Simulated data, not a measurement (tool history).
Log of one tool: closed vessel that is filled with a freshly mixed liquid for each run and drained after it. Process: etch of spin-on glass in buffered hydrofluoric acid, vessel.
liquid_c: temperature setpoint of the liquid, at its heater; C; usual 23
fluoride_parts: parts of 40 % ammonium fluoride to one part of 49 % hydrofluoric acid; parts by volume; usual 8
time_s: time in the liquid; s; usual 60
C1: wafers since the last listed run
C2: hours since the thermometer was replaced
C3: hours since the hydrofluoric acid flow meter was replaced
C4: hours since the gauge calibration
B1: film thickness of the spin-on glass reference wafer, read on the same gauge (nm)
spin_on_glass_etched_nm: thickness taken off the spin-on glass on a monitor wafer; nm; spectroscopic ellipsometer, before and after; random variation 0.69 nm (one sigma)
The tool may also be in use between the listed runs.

Run 1, hour 0: usual settings; C1 0; C2 805.2; C3 204.3; C4 1831.8; B1 109.42. Result: spin_on_glass_etched_nm 217.58 nm.
Run 2, hour 62.4: usual settings; C1 9128; C2 867.6; C3 266.7; C4 1894.2; B1 109.37. Result: spin_on_glass_etched_nm 218.13 nm.
Run 3, hour 119: usual settings; C1 8280; C2 924.2; C3 323.3; C4 1950.8; B1 109.31. Result: spin_on_glass_etched_nm 219.1 nm.
Run 4, hour 159.1: usual settings; C1 5866; C2 964.3; C3 363.4; C4 1990.9; B1 109.27. Result: spin_on_glass_etched_nm 218.06 nm.
Run 5, hour 195.4: usual settings; C1 5310; C2 1000.6; C3 399.7; C4 2027.2; B1 109.25. Result: spin_on_glass_etched_nm 217.44 nm.
Run 6, hour 250.4: usual settings; C1 8046; C2 1055.6; C3 454.7; C4 2082.2; B1 109.2. Result: spin_on_glass_etched_nm 216.73 nm.
At hour 270: hydrofluoric acid flow meter replaced.
Run 7, hour 322: usual settings; C1 10328; C2 1127.2; C3 52; C4 2153.8; B1 109.14. Result: spin_on_glass_etched_nm 217.89 nm.
Run 8, hour 358.9: usual settings; C1 5398; C2 1164.1; C3 88.9; C4 2190.7; B1 109.09. Result: spin_on_glass_etched_nm 217.12 nm.
Run 9, hour 397.5: usual settings; C1 5647; C2 1202.7; C3 127.5; C4 2229.3; B1 109.05. Result: spin_on_glass_etched_nm 217.02 nm.
Run 10, hour 433.5: usual settings; C1 5266; C2 1238.7; C3 163.5; C4 2265.3; B1 109.05. Result: spin_on_glass_etched_nm 217.34 nm.
At hour 459.3: thermometer replaced.
Run 11, hour 484.2: usual settings; C1 7270; C2 24.9; C3 214.2; C4 2316; B1 108.98. Result: spin_on_glass_etched_nm 217.7 nm.
Run 12, hour 514.3: usual settings; C1 4403; C2 55; C3 244.3; C4 2346.1; B1 108.95. Result: spin_on_glass_etched_nm 217.8 nm.
Run 13, hour 630.4: usual settings; C1 16985; C2 171.1; C3 360.4; C4 2462.2; B1 108.82. Result: spin_on_glass_etched_nm 216.39 nm.
Run 14, hour 683.2: usual settings but liquid_c 19.5 C, fluoride_parts 10 parts by volume, time_s 30 s; C1 7724; C2 223.9; C3 413.2; C4 2515; B1 108.75. Result: spin_on_glass_etched_nm 73.51 nm.
At hour 719.5: gauge calibrated.
Run 15, hour 747.2: usual settings but fluoride_parts 5 parts by volume, time_s 40 s; C1 9362; C2 287.9; C3 477.2; C4 27.7; B1 109.81. Result: spin_on_glass_etched_nm 224.02 nm.
At hour 757: hydrofluoric acid flow meter replaced.
Run 16, hour 783.5: usual settings but fluoride_parts 6 parts by volume, time_s 85 s; C1 5164; C2 324.2; C3 26.5; C4 64; B1 109.83. Result: spin_on_glass_etched_nm 408.77 nm.
Run 17, hour 841.2: usual settings; C1 8441; C2 381.9; C3 84.2; C4 121.7; B1 109.83. Result: spin_on_glass_etched_nm 219.16 nm.
Run 18, hour 909.2: usual settings but time_s 40 s; C1 9948; C2 449.9; C3 152.2; C4 189.7; B1 109.79. Result: spin_on_glass_etched_nm 146.84 nm.
Run 19, hour 962.1: usual settings but liquid_c 19.5 C; C1 7739; C2 502.8; C3 205.1; C4 242.6; B1 109.8. Result: spin_on_glass_etched_nm 179.9 nm.
Run 20, hour 1015.4: usual settings but liquid_c 18 C, fluoride_parts 5.5 parts by volume, time_s 50 s; C1 7797; C2 556.1; C3 258.4; C4 295.9; B1 109.79. Result: spin_on_glass_etched_nm 196.06 nm.
Run 21, hour 1048.1: usual settings; C1 4783; C2 588.8; C3 291.1; C4 328.6; B1 109.81. Result: spin_on_glass_etched_nm 219.14 nm.
Run 22, hour 1084.2: usual settings but liquid_c 25 C, fluoride_parts 5 parts by volume, time_s 75 s; C1 5281; C2 624.9; C3 327.2; C4 364.7; B1 109.79. Result: spin_on_glass_etched_nm 470.09 nm.
Run 23, hour 1137: usual settings; C1 7724; C2 677.7; C3 380; C4 417.5; B1 109.75. Result: spin_on_glass_etched_nm 219.47 nm.
Run 24, hour 1172: usual settings but liquid_c 26 C, fluoride_parts 6 parts by volume, time_s 35 s; C1 5120; C2 712.7; C3 415; C4 452.5; B1 109.76. Result: spin_on_glass_etched_nm 197.51 nm.
Run 25, hour 1233.4: usual settings but time_s 35 s; C1 8982; C2 774.1; C3 476.4; C4 513.9; B1 109.75. Result: spin_on_glass_etched_nm 127.68 nm.
At hour 1235.9: hydrofluoric acid flow meter replaced.
Run 26, hour 1399.8: usual settings but liquid_c 24.5 C, time_s 30 s; C1 24197; C2 940.5; C3 163.9; C4 680.3; B1 109.72. Result: spin_on_glass_etched_nm 118.85 nm.
Run 27, hour 1471.3: usual settings; C1 10460; C2 1012; C3 235.4; C4 751.8; B1 109.67. Result: spin_on_glass_etched_nm 218.05 nm.
Run 28, hour 1540.7: usual settings but liquid_c 20 C, fluoride_parts 6.5 parts by volume, time_s 40 s; C1 10152; C2 1081.4; C3 304.8; C4 821.2; B1 109.66. Result: spin_on_glass_etched_nm 152.07 nm.
Run 29, hour 1605.8: usual settings; C1 9523; C2 1146.5; C3 369.9; C4 886.3; B1 109.64. Result: spin_on_glass_etched_nm 217.7 nm.
Run 30, hour 1636.8: usual settings but fluoride_parts 6.5 parts by volume, time_s 40 s; C1 4535; C2 1177.5; C3 400.9; C4 917.3; B1 109.64. Result: spin_on_glass_etched_nm 179.3 nm.
Run 31, hour 1662.9: usual settings but liquid_c 25.5 C; C1 3818; C2 1203.6; C3 427; C4 943.4; B1 109.64. Result: spin_on_glass_etched_nm 250.48 nm.
At hour 1671.2: thermometer replaced.
Run 32, hour 1696.6: usual settings but fluoride_parts 5 parts by volume, time_s 40 s; C1 4783; C2 25.4; C3 460.7; C4 977.1; B1 109.61. Result: spin_on_glass_etched_nm 223.79 nm.
At hour 1762.7: hydrofluoric acid flow meter replaced.
Run 33, hour 1763.2: usual settings but liquid_c 21.5 C, fluoride_parts 6.5 parts by volume, time_s 40 s; C1 9597; C2 92; C3 0.5; C4 1043.7; B1 109.56. Result: spin_on_glass_etched_nm 165.22 nm.
Run 34, hour 1792.1: usual settings but fluoride_parts 6.5 parts by volume; C1 4227; C2 120.9; C3 29.4; C4 1072.6; B1 109.58. Result: spin_on_glass_etched_nm 269.19 nm.

What the log doesn't show, run by run:
liquid hotter than its thermometer reads (K): 0 in every run
hydrofluoric acid flow below the setpoint (%): 0 in every run
H1: gauge reads high (%)
run      H1
  1  -0.532
  2  -0.578
  3   -0.62
  4  -0.651
  5  -0.679
  6  -0.723
  7  -0.782
  8  -0.813
  9  -0.846
 10  -0.878
 11  -0.923
 12   -0.95
 13   -1.06
 14   -1.11
 15  -0.172
 16  -0.173
 17  -0.175
 18  -0.179
 19  -0.183
 20  -0.189
 21  -0.193
 22  -0.198
 23  -0.206
 24  -0.212
 25  -0.223
 26  -0.262
 27  -0.282
 28  -0.303
 29  -0.325
 30  -0.336
 31  -0.345
 32  -0.358
 33  -0.384
 34  -0.396
